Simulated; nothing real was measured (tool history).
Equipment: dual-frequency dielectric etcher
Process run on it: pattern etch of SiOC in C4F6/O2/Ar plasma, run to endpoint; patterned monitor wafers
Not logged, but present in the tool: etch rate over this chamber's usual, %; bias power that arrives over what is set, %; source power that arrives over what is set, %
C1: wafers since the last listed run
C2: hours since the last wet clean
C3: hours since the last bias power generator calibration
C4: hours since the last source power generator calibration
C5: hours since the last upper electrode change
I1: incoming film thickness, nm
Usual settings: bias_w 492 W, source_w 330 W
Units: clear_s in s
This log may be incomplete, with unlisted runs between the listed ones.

run 1 hour=0.0 | bias_w=492 source_w=330 | C1=0 C2=282.0 C3=3260.0 C4=2755.7 C5=1964.3 | I1=32.85 | clear_s=12.9
run 2 hour=56.5 | bias_w=492 source_w=330 | C1=927 C2=338.5 C3=3316.5 C4=2812.2 C5=2020.8 | I1=32.65 | clear_s=12.7
run 3 hour=82.7 | bias_w=492 source_w=330 | C1=429 C2=364.7 C3=3342.7 C4=2838.4 C5=2047.0 | I1=32.77 | clear_s=12.7
run 4 hour=135.7 | bias_w=492 source_w=330 | C1=869 C2=417.7 C3=3395.7 C4=2891.4 C5=2100.0 | I1=32.70 | clear_s=12.5
run 5 hour=176.7 | bias_w=542 source_w=280 | C1=672 C2=458.7 C3=3436.7 C4=2932.4 C5=2141.0 | I1=32.82 | clear_s=12.5
-- hour=225.5 wet clean of the chamber
run 6 hour=237.0 | bias_w=542 source_w=280 | C1=595 C2=11.5 C3=3497.0 C4=2992.7 C5=2201.3 | I1=32.74 | clear_s=12.9
run 7 hour=299.1 | bias_w=492 source_w=330 | C1=1018 C2=73.6 C3=3559.1 C4=3054.8 C5=2263.4 | I1=32.91 | clear_s=13.1
run 8 hour=343.1 | bias_w=593 source_w=260 | C1=721 C2=117.6 C3=3603.1 C4=3098.8 C5=2307.4 | I1=32.93 | clear_s=12.6
-- hour=407.5 upper electrode replaced
run 9 hour=408.0 | bias_w=531 source_w=330 | C1=671 C2=182.5 C3=3668.0 C4=3163.7 C5=0.5 | I1=32.62 | clear_s=12.4
-- hour=426.4 source power generator calibrated
run 10 hour=436.9 | bias_w=415 source_w=250 | C1=408 C2=211.4 C3=3696.9 C4=10.5 C5=29.4 | I1=32.64 | clear_s=14.8
run 11 hour=466.2 | bias_w=448 source_w=330 | C1=480 C2=240.7 C3=3726.2 C4=39.8 C5=58.7 | I1=32.82 | clear_s=13.5
-- hour=484.9 bias power generator calibrated
run 12 hour=506.3 | bias_w=492 source_w=330 | C1=592 C2=280.8 C3=21.4 C4=79.9 C5=98.8 | I1=33.20 | clear_s=13.0
run 13 hour=560.7 | bias_w=531 source_w=330 | C1=892 C2=335.2 C3=75.8 C4=134.3 C5=153.2 | I1=32.64 | clear_s=12.2
run 14 hour=591.3 | bias_w=492 source_w=330 | C1=502 C2=365.8 C3=106.4 C4=164.9 C5=183.8 | I1=32.78 | clear_s=12.8
run 15 hour=629.0 | bias_w=374 source_w=380 | C1=618 C2=403.5 C3=144.1 C4=202.6 C5=221.5 | I1=32.53 | clear_s=14.0

Some steps in clear_s, run to run, broken into two amounts with sign: the step expected even without the hidden condition (settings, incoming material, random variation), and the rest, left for the hidden condition together with whatever gauge scatter is not in both the measured and the hidden-condition-free result:
Run 5 -> 6: wet clean of the chamber. clear_s +0.4 s: hidden state +0.4, all else +0.0.
Run 9 -> 10: bias_w 531 -> 415, source_w 330 -> 250, source power generator calibrated. clear_s +2.4 s: hidden state -0.2, all else +2.6.
